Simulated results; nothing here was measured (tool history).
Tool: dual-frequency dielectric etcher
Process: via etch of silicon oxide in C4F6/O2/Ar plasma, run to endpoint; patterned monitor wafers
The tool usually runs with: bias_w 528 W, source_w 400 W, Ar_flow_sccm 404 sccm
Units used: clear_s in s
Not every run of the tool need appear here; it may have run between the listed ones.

run,day,bias_w,source_w,Ar_flow_sccm,"incoming incoming film thickness, nm",clear_s
1,0,614,400,381,123.6,27.6
2,1.312,614,400,381,122.8,27.1
3,1.95,614,400,381,123.6,27.3
4,3.338,528,400,404,122.2,28.6
5,4.167,528,400,404,121.4,28
# day 4.712: bias power generator calibrated
6,4.967,528,400,404,123.2,28.6
# day 6.404: wet clean of the chamber
# day 6.583: upper electrode replaced
7,6.604,528,400,438,123.4,31.8
# day 7.171: Ar flow controller replaced
8,7.192,528,400,438,122.1,31.5
9,7.792,528,400,438,122.5,31.9
10,8.354,589,330,404,123.8,34
# day 9.038: source power generator calibrated
# day 9.692: wet clean of the chamber, repeated, since the last time left the tool worse
11,9.754,528,400,404,123.7,29.5
12,10.512,528,400,438,122.1,29.4
13,11.796,528,480,341,122.8,25.9
14,13.025,415,330,375,124.7,34.2
15,14.296,467,500,404,120.9,26.6
16,15.167,599,400,456,122.9,28.1

Predict each of these 3 candidate next runs independently; none follows another, all start after run 16:
A,15.183,528,400,459,122.8,?
B,15.183,587,350,404,122.8,?
C,15.183,528,370,404,122.8,?

run,clear_s
A,28.8
B,29.5
C,29.6
Stripped of hidden state, with their random variation kept, the same runs would have yielded:
run,clear_s
A,29.4
B,30.2
C,30.2

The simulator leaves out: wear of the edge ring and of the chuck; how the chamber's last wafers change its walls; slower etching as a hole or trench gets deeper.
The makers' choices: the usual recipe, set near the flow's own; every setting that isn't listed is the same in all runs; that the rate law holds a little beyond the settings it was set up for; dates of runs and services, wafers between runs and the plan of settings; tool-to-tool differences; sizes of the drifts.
